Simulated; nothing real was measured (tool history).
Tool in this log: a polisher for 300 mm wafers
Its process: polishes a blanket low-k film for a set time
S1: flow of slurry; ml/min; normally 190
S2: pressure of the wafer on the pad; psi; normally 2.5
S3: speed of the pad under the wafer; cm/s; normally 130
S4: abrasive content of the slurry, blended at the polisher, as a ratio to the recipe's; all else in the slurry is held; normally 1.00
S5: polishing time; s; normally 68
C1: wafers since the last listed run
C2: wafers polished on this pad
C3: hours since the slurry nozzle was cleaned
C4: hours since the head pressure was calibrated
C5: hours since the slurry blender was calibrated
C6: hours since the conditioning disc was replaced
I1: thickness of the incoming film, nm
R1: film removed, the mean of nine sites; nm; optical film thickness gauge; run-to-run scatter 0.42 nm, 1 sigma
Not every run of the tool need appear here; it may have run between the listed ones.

{"run": 1, "hour": 0.0, "S1": 190, "S2": 1.8, "S3": 130, "S4": 0.9, "S5": 68, "C1": 0, "C2": 785, "C3": 808.4, "C4": 217.4, "C5": 145.0, "C6": 331.9, "I1": 324.5, "R1": 32.7}
{"run": 2, "hour": 16.4, "S1": 190, "S2": 3.1, "S3": 130, "S4": 1.0, "S5": 68, "C1": 91, "C2": 877, "C3": 824.8, "C4": 233.8, "C5": 161.4, "C6": 348.3, "I1": 319.9, "R1": 60.6}
{"run": 3, "hour": 30.5, "S1": 230, "S2": 2.5, "S3": 130, "S4": 1.0, "S5": 68, "C1": 79, "C2": 956, "C3": 838.9, "C4": 247.9, "C5": 175.5, "C6": 362.4, "I1": 314.7, "R1": 49.1}
{"hour": 35.6, "done": "worn pad replaced by a new one, of another model than before"}
{"run": 4, "hour": 45.1, "S1": 240, "S2": 2.5, "S3": 110, "S4": 1.3, "S5": 91, "C1": 59, "C2": 53, "C3": 853.5, "C4": 262.5, "C5": 190.1, "C6": 377.0, "I1": 320.9, "R1": 71.3}
{"run": 5, "hour": 56.7, "S1": 190, "S2": 2.5, "S3": 130, "S4": 1.0, "S5": 68, "C1": 65, "C2": 118, "C3": 865.1, "C4": 274.1, "C5": 201.7, "C6": 388.6, "I1": 316.3, "R1": 48.3}
{"hour": 75.5, "done": "head pressure recalibrated"}
{"run": 6, "hour": 96.9, "S1": 190, "S2": 2.5, "S3": 130, "S4": 1.0, "S5": 68, "C1": 214, "C2": 332, "C3": 905.3, "C4": 21.4, "C5": 241.9, "C6": 428.8, "I1": 320.5, "R1": 51.5}
{"run": 7, "hour": 102.9, "S1": 190, "S2": 2.5, "S3": 130, "S4": 1.0, "S5": 68, "C1": 33, "C2": 366, "C3": 911.3, "C4": 27.4, "C5": 247.9, "C6": 434.8, "I1": 323.2, "R1": 50.9}
{"run": 8, "hour": 116.3, "S1": 190, "S2": 2.5, "S3": 130, "S4": 1.0, "S5": 58, "C1": 75, "C2": 441, "C3": 924.7, "C4": 40.8, "C5": 261.3, "C6": 448.2, "I1": 315.5, "R1": 42.8}
{"hour": 120.4, "done": "slurry nozzle cleaned"}
{"run": 9, "hour": 123.5, "S1": 190, "S2": 2.5, "S3": 130, "S4": 1.0, "S5": 68, "C1": 34, "C2": 476, "C3": 3.1, "C4": 48.0, "C5": 268.5, "C6": 455.4, "I1": 315.3, "R1": 50.3}
{"run": 10, "hour": 133.9, "S1": 230, "S2": 2.5, "S3": 116, "S4": 1.15, "S5": 47, "C1": 58, "C2": 534, "C3": 13.5, "C4": 58.4, "C5": 278.9, "C6": 465.8, "I1": 320.8, "R1": 36.3}
{"hour": 149.9, "done": "slurry blender recalibrated"}
{"run": 11, "hour": 150.4, "S1": 240, "S2": 2.5, "S3": 100, "S4": 1.25, "S5": 75, "C1": 81, "C2": 615, "C3": 30.0, "C4": 74.9, "C5": 0.5, "C6": 482.3, "I1": 317.0, "R1": 56.9}
{"hour": 159.9, "done": "conditioning disc replaced and pad reconditioned"}
{"run": 12, "hour": 167.8, "S1": 190, "S2": 2.5, "S3": 130, "S4": 0.85, "S5": 68, "C1": 86, "C2": 702, "C3": 47.4, "C4": 92.3, "C5": 17.9, "C6": 7.9, "I1": 317.6, "R1": 45.0}
{"run": 13, "hour": 183.6, "S1": 190, "S2": 2.5, "S3": 130, "S4": 1.0, "S5": 68, "C1": 88, "C2": 790, "C3": 63.2, "C4": 108.1, "C5": 33.7, "C6": 23.7, "I1": 320.3, "R1": 49.3}
{"run": 14, "hour": 199.3, "S1": 190, "S2": 3.4, "S3": 130, "S4": 0.75, "S5": 85, "C1": 88, "C2": 878, "C3": 78.9, "C4": 123.8, "C5": 49.4, "C6": 39.4, "I1": 320.8, "R1": 65.2}
{"hour": 206.7, "done": "worn pad replaced by a new one"}
{"run": 15, "hour": 215.7, "S1": 190, "S2": 2.1, "S3": 172, "S4": 0.75, "S5": 48, "C1": 69, "C2": 50, "C3": 95.3, "C4": 140.2, "C5": 65.8, "C6": 55.8, "I1": 321.5, "R1": 30.4}
{"run": 16, "hour": 233.7, "S1": 190, "S2": 2.0, "S3": 172, "S4": 1.0, "S5": 91, "C1": 100, "C2": 151, "C3": 113.3, "C4": 158.2, "C5": 83.8, "C6": 73.8, "I1": 319.1, "R1": 68.0}
{"run": 17, "hour": 269.2, "S1": 190, "S2": 2.0, "S3": 130, "S4": 1.0, "S5": 68, "C1": 199, "C2": 350, "C3": 148.8, "C4": 193.7, "C5": 119.3, "C6": 109.3, "I1": 322.5, "R1": 42.4}
{"run": 18, "hour": 284.7, "S1": 190, "S2": 1.7, "S3": 130, "S4": 1.3, "S5": 68, "C1": 86, "C2": 437, "C3": 164.3, "C4": 209.2, "C5": 134.8, "C6": 124.8, "I1": 316.1, "R1": 43.3}
{"run": 19, "hour": 300.3, "S1": 190, "S2": 2.5, "S3": 130, "S4": 1.0, "S5": 60, "C1": 87, "C2": 524, "C3": 179.9, "C4": 224.8, "C5": 150.4, "C6": 140.4, "I1": 314.9, "R1": 44.5}
{"run": 20, "hour": 311.9, "S1": 240, "S2": 2.8, "S3": 130, "S4": 1.0, "S5": 54, "C1": 65, "C2": 589, "C3": 191.5, "C4": 236.4, "C5": 162.0, "C6": 152.0, "I1": 315.6, "R1": 45.1}
{"run": 21, "hour": 323.1, "S1": 190, "S2": 2.0, "S3": 130, "S4": 0.75, "S5": 68, "C1": 62, "C2": 652, "C3": 202.7, "C4": 247.6, "C5": 173.2, "C6": 163.2, "I1": 313.1, "R1": 34.5}
{"run": 22, "hour": 335.5, "S1": 235, "S2": 3.2, "S3": 130, "S4": 1.0, "S5": 68, "C1": 69, "C2": 722, "C3": 215.1, "C4": 260.0, "C5": 185.6, "C6": 175.6, "I1": 319.9, "R1": 61.8}

Estimate the outcome of run 23 from the log above:
{"run": 23, "hour": 350.2, "S1": 160, "S2": 2.5, "S3": 130, "S4": 1.3, "S5": 68, "C1": 82, "C2": 804, "C3": 229.8, "C4": 274.7, "C5": 200.3, "C6": 190.3, "I1": 326.0, "R1": "?"}

{"run 23": {"R1": 53.8}}
Take away the tool's hidden state, keep the run-to-run variation as it was, and the same run would have given R1 55.9 nm.
